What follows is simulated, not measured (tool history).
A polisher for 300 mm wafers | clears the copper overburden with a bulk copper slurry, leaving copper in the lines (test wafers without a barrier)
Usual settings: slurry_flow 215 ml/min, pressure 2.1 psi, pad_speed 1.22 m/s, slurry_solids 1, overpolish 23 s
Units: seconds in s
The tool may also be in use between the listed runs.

run   hour  slurry_flow  pressure  pad_speed  slurry_solids  overpolish  incoming thickness of the incoming film, nm  seconds
  1      0          215       2.1       1.22              1          23                                        710.2     84.8
  2   28.3          215       2.1       1.22              1          23                                          704     86.9
  3   50.8          215       2.1       1.22              1          23                                        714.4     90.7
  4     84          215       2.1       1.22              1          23                                        719.2     94.3
  5  109.8          215       2.1       1.22              1          23                                          715     94.1
     126.3  -- slurry blender recalibrated
  6    137          215       2.1       1.22            0.9          23                                        728.4     98.4
  7  167.5          215       2.1       1.22            0.9          23                                          716     98.7
  8  182.1          215       2.1       1.22            0.9          23                                        717.3    101.3
  9    214          215       2.1       1.22              1          23                                        720.8     95.4
     238.7  -- worn pad replaced by a new one
 10  241.2          215       2.1       1.22              1          23                                        715.7     88.4
     257.2  -- slurry blender recalibrated
 11  263.9          215       2.1       1.22              1          23                                        715.2     87.6
 12  293.3          215       2.1       1.22              1          23                                        723.3     90.6
 13  309.4          215       2.1       1.22              1          23                                        723.5     95.4
 14  323.5          270       2.1       1.22           1.15          23                                        718.1       90
       347  -- slurry nozzle cleaned
 15  356.1          215       2.1       1.22              1          23                                        712.7     93.4
 16    382          270       2.1       1.22           1.15          23                                        709.3     91.2
     392.7  -- slurry blender recalibrated
 17  399.9          175       2.1       1.22              1          23                                          715    102.7
 18  423.2          185       2.1        0.9              1          27                                        716.9    139.8
 19  449.9          215       2.1       1.56              1          23                                        717.6     75.6
     466.5  -- worn pad replaced by a new one
     495.2  -- head pressure recalibrated
 20  535.7          215       2.1       1.22           1.15          23                                        723.2     90.2
     543.3  -- slurry blender recalibrated
 21  553.4          285       2.1       1.22              1          23                                        713.8     88.5
 22  584.8          215       2.1       1.22              1          23                                        718.5     95.5
 23  601.8          215       2.8       1.22              1          23                                        711.2     71.3
 24  635.1          215       2.1       1.22              1          23                                          719       95
 25  664.9          215       1.8       1.04            0.9          30                                        715.2    131.8
     682.3  -- slurry blender recalibrated
     692.1  -- worn pad replaced by a new one
 26  698.6          215       2.6       1.22              1          12                                        730.4     70.6
 27  730.8          150       2.1       1.22            0.9          23                                        723.1     96.2

3 ways to go on from here, each from the tool as it stands after run 27. What would each give?
  A  731.3          215       2.4       1.22              1          23                                        721.6        ?
  B  731.3          215       2.1       1.22              1          32                                        721.6        ?
  C  731.3          280       2.6        1.5              1          11                                        721.6        ?

run  seconds
  A     78.3
  B     89.5
  C       57
Without the tool's hidden state the same runs would have given:
run  seconds
  A     74.3
  B     84.9
  C     54.1
